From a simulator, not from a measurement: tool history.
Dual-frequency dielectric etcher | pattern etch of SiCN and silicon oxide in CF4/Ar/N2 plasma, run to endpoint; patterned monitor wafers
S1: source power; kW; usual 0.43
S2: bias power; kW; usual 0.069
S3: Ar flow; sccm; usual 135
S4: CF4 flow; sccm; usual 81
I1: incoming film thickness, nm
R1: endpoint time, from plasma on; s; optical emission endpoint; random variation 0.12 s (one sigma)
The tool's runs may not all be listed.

run 1 hour=0 | S1=0.51 S2=0.069 S3=135 S4=81 | I1=14.64 | R1=15.4
-- hour=128.5 bias power generator calibrated
run 2 hour=197.2 | S1=0.51 S2=0.069 S3=135 S4=81 | I1=14.71 | R1=15.6
-- hour=258 upper electrode replaced
run 3 hour=258.5 | S1=0.43 S2=0.069 S3=135 S4=81 | I1=14.53 | R1=18
run 4 hour=273 | S1=0.48 S2=0.069 S3=135 S4=81 | I1=14.56 | R1=16.2
run 5 hour=319.4 | S1=0.48 S2=0.069 S3=135 S4=81 | I1=14.46 | R1=16.1
-- hour=349.1 Ar flow controller replaced
-- hour=370.9 CF4 flow controller replaced
run 6 hour=371.4 | S1=0.43 S2=0.069 S3=135 S4=81 | I1=14.57 | R1=17.7
run 7 hour=415 | S1=0.43 S2=0.069 S3=135 S4=81 | I1=14.53 | R1=18.1
run 8 hour=442.4 | S1=0.5 S2=0.069 S3=135 S4=81 | I1=14.71 | R1=15.8
run 9 hour=513.8 | S1=0.43 S2=0.069 S3=135 S4=91 | I1=14.54 | R1=17.3
-- hour=546.9 wet clean of the chamber
run 10 hour=574.7 | S1=0.43 S2=0.069 S3=135 S4=68 | I1=14.7 | R1=18.4
run 11 hour=617.3 | S1=0.43 S2=0.069 S3=144 S4=88 | I1=14.66 | R1=17.6
run 12 hour=672.1 | S1=0.51 S2=0.069 S3=135 S4=81 | I1=14.49 | R1=15.4
run 13 hour=708.8 | S1=0.43 S2=0.069 S3=121 S4=81 | I1=14.79 | R1=18.1
run 14 hour=762.7 | S1=0.36 S2=0.08 S3=119 S4=81 | I1=14.61 | R1=19.3
run 15 hour=807.7 | S1=0.43 S2=0.069 S3=135 S4=90 | I1=14.56 | R1=17.9
-- hour=849.8 source power generator calibrated
run 16 hour=854.3 | S1=0.39 S2=0.069 S3=135 S4=96 | I1=14.73 | R1=19.3
run 17 hour=909.1 | S1=0.43 S2=0.069 S3=135 S4=81 | I1=14.53 | R1=17.7
run 18 hour=951.7 | S1=0.53 S2=0.069 S3=103 S4=90 | I1=14.55 | R1=14.4
run 19 hour=980.5 | S1=0.35 S2=0.057 S3=167 S4=69 | I1=14.54 | R1=24.1
run 20 hour=1033.4 | S1=0.53 S2=0.069 S3=135 S4=91 | I1=14.59 | R1=14.8
run 21 hour=1091.8 | S1=0.43 S2=0.069 S3=135 S4=81 | I1=14.57 | R1=17.9
run 22 hour=1132.7 | S1=0.43 S2=0.069 S3=153 S4=88 | I1=14.73 | R1=18
-- hour=1202.2 wet clean of the chamber
run 23 hour=1229.7 | S1=0.43 S2=0.069 S3=155 S4=81 | I1=14.8 | R1=18.5
run 24 hour=1264.2 | S1=0.34 S2=0.069 S3=154 S4=89 | I1=14.6 | R1=22.1
run 25 hour=1290.1 | S1=0.48 S2=0.069 S3=135 S4=81 | I1=14.64 | R1=16.4

3 ways to go on from here, each from the tool as it stands after run 25. What would each give?
run A hour=1290.5 | S1=0.43 S2=0.069 S3=135 S4=81 | I1=14.6 | R1=?
run B hour=1290.5 | S1=0.43 S2=0.069 S3=104 S4=81 | I1=14.6 | R1=?
run C hour=1290.5 | S1=0.43 S2=0.073 S3=135 S4=95 | I1=14.6 | R1=?

run=A R1=18
run=B R1=17.6
run=C R1=17.3
Without the tool's hidden state the same runs would have given:
run=A R1=18
run=B R1=17.6
run=C R1=17.3
